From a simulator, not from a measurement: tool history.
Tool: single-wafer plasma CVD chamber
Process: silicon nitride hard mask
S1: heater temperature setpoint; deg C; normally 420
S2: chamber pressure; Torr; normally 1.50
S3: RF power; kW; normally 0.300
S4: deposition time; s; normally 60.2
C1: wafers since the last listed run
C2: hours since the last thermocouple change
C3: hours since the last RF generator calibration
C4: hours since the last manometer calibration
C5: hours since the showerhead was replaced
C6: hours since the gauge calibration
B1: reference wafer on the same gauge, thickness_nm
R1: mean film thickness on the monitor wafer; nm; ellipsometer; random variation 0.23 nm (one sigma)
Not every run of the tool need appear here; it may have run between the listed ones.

run 1 hour=0.0 | S1=420 S2=1.50 S3=0.300 S4=60.2 | C1=0 C2=495.3 C3=1812.3 C4=15.1 C5=4448.8 C6=795.3 | B1=55.886 | R1=63.823
run 2 hour=38.0 | S1=420 S2=1.50 S3=0.325 S4=60.2 | C1=432 C2=533.3 C3=1850.3 C4=53.1 C5=4486.8 C6=833.3 | B1=55.869 | R1=67.793
-- hour=53.9 RF generator calibrated
run 3 hour=102.9 | S1=420 S2=1.50 S3=0.320 S4=60.2 | C1=647 C2=598.2 C3=49.0 C4=118.0 C5=4551.7 C6=898.2 | B1=55.804 | R1=66.659
run 4 hour=144.3 | S1=420 S2=1.50 S3=0.320 S4=60.2 | C1=471 C2=639.6 C3=90.4 C4=159.4 C5=4593.1 C6=939.6 | B1=55.752 | R1=66.762
run 5 hour=182.5 | S1=420 S2=1.50 S3=0.320 S4=60.2 | C1=434 C2=677.8 C3=128.6 C4=197.6 C5=4631.3 C6=977.8 | B1=55.802 | R1=66.541
-- hour=192.0 showerhead replaced
run 6 hour=222.0 | S1=420 S2=1.50 S3=0.300 S4=68.9 | C1=358 C2=717.3 C3=168.1 C4=237.1 C5=30.0 C6=1017.3 | B1=55.734 | R1=72.731
run 7 hour=261.0 | S1=420 S2=1.50 S3=0.300 S4=68.9 | C1=443 C2=756.3 C3=207.1 C4=276.1 C5=69.0 C6=1056.3 | B1=55.693 | R1=72.900
run 8 hour=327.8 | S1=420 S2=1.50 S3=0.245 S4=53.4 | C1=760 C2=823.1 C3=273.9 C4=342.9 C5=135.8 C6=1123.1 | B1=55.762 | R1=48.276
run 9 hour=380.1 | S1=420 S2=1.50 S3=0.245 S4=70.0 | C1=595 C2=875.4 C3=326.2 C4=395.2 C5=188.1 C6=1175.4 | B1=55.799 | R1=63.089
run 10 hour=420.2 | S1=411 S2=1.80 S3=0.330 S4=60.2 | C1=456 C2=915.5 C3=366.3 C4=435.3 C5=228.2 C6=1215.5 | B1=55.749 | R1=74.163
run 11 hour=473.7 | S1=420 S2=1.50 S3=0.300 S4=65.9 | C1=609 C2=969.0 C3=419.8 C4=488.8 C5=281.7 C6=1269.0 | B1=55.577 | R1=69.814
run 12 hour=540.5 | S1=420 S2=1.50 S3=0.300 S4=60.2 | C1=760 C2=1035.8 C3=486.6 C4=555.6 C5=348.5 C6=1335.8 | B1=55.655 | R1=63.268
run 13 hour=608.1 | S1=428 S2=1.29 S3=0.315 S4=60.2 | C1=769 C2=1103.4 C3=554.2 C4=623.2 C5=416.1 C6=1403.4 | B1=55.568 | R1=60.620
-- hour=632.4 thermocouple changed; heater temperature recalibrated
-- hour=644.7 gauge calibrated
run 14 hour=822.1 | S1=420 S2=1.50 S3=0.300 S4=60.2 | C1=2345 C2=189.7 C3=768.2 C4=837.2 C5=630.1 C6=177.4 | B1=56.938 | R1=65.521
run 15 hour=865.8 | S1=408 S2=1.50 S3=0.350 S4=60.2 | C1=497 C2=233.4 C3=811.9 C4=880.9 C5=673.8 C6=221.1 | B1=56.832 | R1=72.642
run 16 hour=912.4 | S1=428 S2=1.50 S3=0.280 S4=60.2 | C1=530 C2=280.0 C3=858.5 C4=927.5 C5=720.4 C6=267.7 | B1=56.675 | R1=61.395
-- hour=939.4 capacitance manometer re-zeroed and calibrated
run 17 hour=947.6 | S1=406 S2=1.38 S3=0.300 S4=54.6 | C1=309 C2=315.2 C3=893.7 C4=8.2 C5=755.6 C6=302.9 | B1=56.517 | R1=56.557
run 18 hour=985.7 | S1=420 S2=1.26 S3=0.300 S4=60.2 | C1=433 C2=353.3 C3=931.8 C4=46.3 C5=793.7 C6=341.0 | B1=56.501 | R1=58.670
run 19 hour=1021.8 | S1=420 S2=1.50 S3=0.300 S4=60.2 | C1=410 C2=389.4 C3=967.9 C4=82.4 C5=829.8 C6=377.1 | B1=56.346 | R1=64.759
run 20 hour=1063.0 | S1=420 S2=1.50 S3=0.275 S4=60.2 | C1=469 C2=430.6 C3=1009.1 C4=123.6 C5=871.0 C6=418.3 | B1=56.349 | R1=60.439
run 21 hour=1120.5 | S1=428 S2=1.76 S3=0.270 S4=60.2 | C1=654 C2=488.1 C3=1066.6 C4=181.1 C5=928.5 C6=475.8 | B1=56.185 | R1=63.514

Forecast run 22:
run 22 hour=1147.7 | S1=426 S2=1.50 S3=0.300 S4=55.4 | C1=309 C2=515.3 C3=1093.8 C4=208.3 C5=955.7 C6=503.0 | B1=? | R1=?

{"run 22": {"B1": 56.146, "R1": 59.444}}
With the hidden condition absent and the run-to-run variation left alone, this run would have shown R1 60.956 nm.
